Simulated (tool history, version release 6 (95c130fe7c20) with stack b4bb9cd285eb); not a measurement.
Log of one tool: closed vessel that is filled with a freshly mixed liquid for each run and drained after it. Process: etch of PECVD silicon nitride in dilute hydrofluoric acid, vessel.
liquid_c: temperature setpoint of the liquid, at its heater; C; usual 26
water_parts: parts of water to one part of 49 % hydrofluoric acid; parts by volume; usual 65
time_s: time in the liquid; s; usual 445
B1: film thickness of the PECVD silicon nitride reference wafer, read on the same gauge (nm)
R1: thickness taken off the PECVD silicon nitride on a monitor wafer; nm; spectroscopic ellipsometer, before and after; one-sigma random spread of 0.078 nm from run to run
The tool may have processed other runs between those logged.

{"run": 1, "hour": 0.0, "liquid_c": 26, "water_parts": 65, "time_s": 445, "B1": 50, "R1": 15.47}
{"run": 2, "hour": 18.1, "liquid_c": 24, "water_parts": 65, "time_s": 445, "B1": 49.99, "R1": 13.84}
{"run": 3, "hour": 34.7, "liquid_c": 24, "water_parts": 65, "time_s": 445, "B1": 50.02, "R1": 13.63}
{"run": 4, "hour": 62.9, "liquid_c": 26, "water_parts": 65, "time_s": 300, "B1": 50.02, "R1": 10.57}
{"run": 5, "hour": 86.0, "liquid_c": 26, "water_parts": 65, "time_s": 300, "B1": 49.98, "R1": 10.6}
{"run": 6, "hour": 109.6, "liquid_c": 26, "water_parts": 65, "time_s": 300, "B1": 50, "R1": 10.59}
{"run": 7, "hour": 132.9, "liquid_c": 26, "water_parts": 65, "time_s": 445, "B1": 50.02, "R1": 15.67}
{"hour": 142.1, "done": "gauge calibrated"}
{"run": 8, "hour": 149.8, "liquid_c": 26, "water_parts": 65, "time_s": 445, "B1": 49.98, "R1": 15.76}
{"run": 9, "hour": 179.6, "liquid_c": 24, "water_parts": 65, "time_s": 520, "B1": 49.97, "R1": 16.17}
{"run": 10, "hour": 192.2, "liquid_c": 26, "water_parts": 65, "time_s": 445, "B1": 50.03, "R1": 15.71}
{"hour": 193.6, "done": "hydrofluoric acid flow meter replaced"}
{"run": 11, "hour": 218.4, "liquid_c": 26, "water_parts": 65, "time_s": 445, "B1": 50, "R1": 16.52}
{"run": 12, "hour": 230.6, "liquid_c": 23, "water_parts": 75, "time_s": 200, "B1": 50.01, "R1": 5.3}
{"hour": 248.0, "done": "thermometer replaced"}
{"run": 13, "hour": 260.1, "liquid_c": 26, "water_parts": 45, "time_s": 445, "B1": 50.01, "R1": 23.84}
{"hour": 268.9, "done": "hydrofluoric acid flow meter replaced, repeated, since the last time left the tool worse"}
{"run": 14, "hour": 286.3, "liquid_c": 26, "water_parts": 65, "time_s": 565, "B1": 49.96, "R1": 18.22}
{"run": 15, "hour": 321.0, "liquid_c": 26, "water_parts": 65, "time_s": 445, "B1": 49.98, "R1": 14.47}
{"run": 16, "hour": 341.4, "liquid_c": 26, "water_parts": 65, "time_s": 250, "B1": 49.99, "R1": 8.22}

Alternative continuations, all from the tool just after run 16; predict every row:
{"run": "A", "hour": 342.2, "liquid_c": 26, "water_parts": 65, "time_s": 445, "B1": "?", "R1": "?"}
{"run": "B", "hour": 342.2, "liquid_c": 23, "water_parts": 95, "time_s": 655, "B1": "?", "R1": "?"}
{"run": "C", "hour": 342.2, "liquid_c": 23, "water_parts": 45, "time_s": 445, "B1": "?", "R1": "?"}
{"run": "D", "hour": 342.2, "liquid_c": 27.5, "water_parts": 65, "time_s": 445, "B1": "?", "R1": "?"}

run=A B1=50.01 R1=14.66
run=B B1=50.01 R1=12.16
run=C B1=50.01 R1=17.19
run=D B1=50.01 R1=16.17
Stripped of hidden state, with their random variation kept, the same runs would have yielded:
run=A R1=14.51
run=B R1=12.04
run=C R1=17.02
run=D R1=16.01
